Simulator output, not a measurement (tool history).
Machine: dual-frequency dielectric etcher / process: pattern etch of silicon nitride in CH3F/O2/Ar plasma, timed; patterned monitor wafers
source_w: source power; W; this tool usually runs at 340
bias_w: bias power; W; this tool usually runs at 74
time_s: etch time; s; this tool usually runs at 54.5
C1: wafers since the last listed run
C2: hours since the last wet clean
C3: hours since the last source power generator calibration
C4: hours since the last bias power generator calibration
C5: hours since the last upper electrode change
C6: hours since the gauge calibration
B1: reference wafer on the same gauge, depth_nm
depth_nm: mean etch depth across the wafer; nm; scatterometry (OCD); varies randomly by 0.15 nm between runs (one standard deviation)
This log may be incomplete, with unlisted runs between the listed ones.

{"run": 1, "hour": 0.0, "source_w": 340, "bias_w": 74, "time_s": 63.0, "C1": 0, "C2": 460.9, "C3": 2851.3, "C4": 4254.6, "C5": 4349.2, "C6": 390.4, "B1": 37.63, "depth_nm": 38.62}
{"run": 2, "hour": 67.9, "source_w": 340, "bias_w": 74, "time_s": 63.0, "C1": 1125, "C2": 528.8, "C3": 2919.2, "C4": 4322.5, "C5": 4417.1, "C6": 458.3, "B1": 37.59, "depth_nm": 38.42}
{"hour": 142.1, "done": "wet clean of the chamber"}
{"run": 3, "hour": 142.6, "source_w": 340, "bias_w": 74, "time_s": 63.0, "C1": 840, "C2": 0.5, "C3": 2993.9, "C4": 4397.2, "C5": 4491.8, "C6": 533.0, "B1": 37.58, "depth_nm": 38.55}
{"run": 4, "hour": 183.5, "source_w": 340, "bias_w": 74, "time_s": 54.5, "C1": 678, "C2": 41.4, "C3": 3034.8, "C4": 4438.1, "C5": 4532.7, "C6": 573.9, "B1": 37.57, "depth_nm": 33.37}
{"run": 5, "hour": 229.8, "source_w": 340, "bias_w": 74, "time_s": 54.5, "C1": 767, "C2": 87.7, "C3": 3081.1, "C4": 4484.4, "C5": 4579.0, "C6": 620.2, "B1": 37.67, "depth_nm": 33.22}
{"run": 6, "hour": 295.3, "source_w": 340, "bias_w": 74, "time_s": 54.5, "C1": 1085, "C2": 153.2, "C3": 3146.6, "C4": 4549.9, "C5": 4644.5, "C6": 685.7, "B1": 37.55, "depth_nm": 33.23}
{"hour": 341.0, "done": "bias power generator calibrated"}
{"run": 7, "hour": 342.5, "source_w": 340, "bias_w": 64, "time_s": 54.5, "C1": 716, "C2": 200.4, "C3": 3193.8, "C4": 1.5, "C5": 4691.7, "C6": 732.9, "B1": 37.59, "depth_nm": 31.44}
{"run": 8, "hour": 405.5, "source_w": 340, "bias_w": 74, "time_s": 54.5, "C1": 1044, "C2": 263.4, "C3": 3256.8, "C4": 64.5, "C5": 4754.7, "C6": 795.9, "B1": 37.65, "depth_nm": 33.14}
{"run": 9, "hour": 442.9, "source_w": 340, "bias_w": 74, "time_s": 54.5, "C1": 620, "C2": 300.8, "C3": 3294.2, "C4": 101.9, "C5": 4792.1, "C6": 833.3, "B1": 37.64, "depth_nm": 33.07}
{"run": 10, "hour": 489.6, "source_w": 340, "bias_w": 74, "time_s": 54.5, "C1": 774, "C2": 347.5, "C3": 3340.9, "C4": 148.6, "C5": 4838.8, "C6": 880.0, "B1": 37.57, "depth_nm": 33.15}
{"run": 11, "hour": 545.7, "source_w": 320, "bias_w": 74, "time_s": 60.5, "C1": 930, "C2": 403.6, "C3": 3397.0, "C4": 204.7, "C5": 4894.9, "C6": 936.1, "B1": 37.59, "depth_nm": 36.03}
{"run": 12, "hour": 616.3, "source_w": 340, "bias_w": 92, "time_s": 44.5, "C1": 1170, "C2": 474.2, "C3": 3467.6, "C4": 275.3, "C5": 4965.5, "C6": 1006.7, "B1": 37.61, "depth_nm": 29.45}
{"hour": 669.0, "done": "source power generator calibrated"}
{"hour": 676.5, "done": "upper electrode replaced"}
{"hour": 682.1, "done": "wet clean of the chamber"}
{"run": 13, "hour": 682.6, "source_w": 390, "bias_w": 87, "time_s": 44.0, "C1": 816, "C2": 0.5, "C3": 13.6, "C4": 341.6, "C5": 6.1, "C6": 1073.0, "B1": 37.63, "depth_nm": 29.9}
{"run": 14, "hour": 705.3, "source_w": 390, "bias_w": 88, "time_s": 54.5, "C1": 376, "C2": 23.2, "C3": 36.3, "C4": 364.3, "C5": 28.8, "C6": 1095.7, "B1": 37.58, "depth_nm": 37.38}
{"run": 15, "hour": 746.6, "source_w": 290, "bias_w": 90, "time_s": 50.0, "C1": 684, "C2": 64.5, "C3": 77.6, "C4": 405.6, "C5": 70.1, "C6": 1137.0, "B1": 37.6, "depth_nm": 30.44}
{"run": 16, "hour": 789.8, "source_w": 400, "bias_w": 81, "time_s": 54.5, "C1": 716, "C2": 107.7, "C3": 120.8, "C4": 448.8, "C5": 113.3, "C6": 1180.2, "B1": 37.64, "depth_nm": 36.75}
{"hour": 798.9, "done": "gauge calibrated"}
{"run": 17, "hour": 849.7, "source_w": 390, "bias_w": 69, "time_s": 60.5, "C1": 993, "C2": 167.6, "C3": 180.7, "C4": 508.7, "C5": 173.2, "C6": 50.8, "B1": 37.65, "depth_nm": 38.12}
{"run": 18, "hour": 874.8, "source_w": 340, "bias_w": 74, "time_s": 54.5, "C1": 416, "C2": 192.7, "C3": 205.8, "C4": 533.8, "C5": 198.3, "C6": 75.9, "B1": 37.62, "depth_nm": 33.22}
{"run": 19, "hour": 901.8, "source_w": 290, "bias_w": 90, "time_s": 50.0, "C1": 447, "C2": 219.7, "C3": 232.8, "C4": 560.8, "C5": 225.3, "C6": 102.9, "B1": 37.58, "depth_nm": 30.61}
{"run": 20, "hour": 932.7, "source_w": 280, "bias_w": 80, "time_s": 69.0, "C1": 512, "C2": 250.6, "C3": 263.7, "C4": 591.7, "C5": 256.2, "C6": 133.8, "B1": 37.58, "depth_nm": 39.75}
{"run": 21, "hour": 1000.5, "source_w": 340, "bias_w": 74, "time_s": 54.5, "C1": 1123, "C2": 318.4, "C3": 331.5, "C4": 659.5, "C5": 324.0, "C6": 201.6, "B1": 37.55, "depth_nm": 33.05}
{"run": 22, "hour": 1039.1, "source_w": 410, "bias_w": 57, "time_s": 54.5, "C1": 639, "C2": 357.0, "C3": 370.1, "C4": 698.1, "C5": 362.6, "C6": 240.2, "B1": 37.6, "depth_nm": 33.25}
{"run": 23, "hour": 1092.0, "source_w": 340, "bias_w": 74, "time_s": 63.0, "C1": 876, "C2": 409.9, "C3": 423.0, "C4": 751.0, "C5": 415.5, "C6": 293.1, "B1": 37.6, "depth_nm": 38.66}

Branching from run 23: 3 alternative next runs. What would each branch give?
{"run": "A", "hour": 1092.4, "source_w": 340, "bias_w": 58, "time_s": 54.5, "C1": 6, "C2": 410.3, "C3": 423.4, "C4": 751.4, "C5": 415.9, "C6": 293.5, "B1": "?", "depth_nm": "?"}
{"run": "B", "hour": 1092.4, "source_w": 290, "bias_w": 79, "time_s": 54.5, "C1": 6, "C2": 410.3, "C3": 423.4, "C4": 751.4, "C5": 415.9, "C6": 293.5, "B1": "?", "depth_nm": "?"}
{"run": "C", "hour": 1092.4, "source_w": 400, "bias_w": 67, "time_s": 46.5, "C1": 6, "C2": 410.3, "C3": 423.4, "C4": 751.4, "C5": 415.9, "C6": 293.5, "B1": "?", "depth_nm": "?"}

run=A B1=37.58 depth_nm=30.75
run=B B1=37.58 depth_nm=31.93
run=C B1=37.58 depth_nm=29.54
With no hidden state in the tool, these same runs would have given:
run=A depth_nm=30.75
run=B depth_nm=31.93
run=C depth_nm=29.54
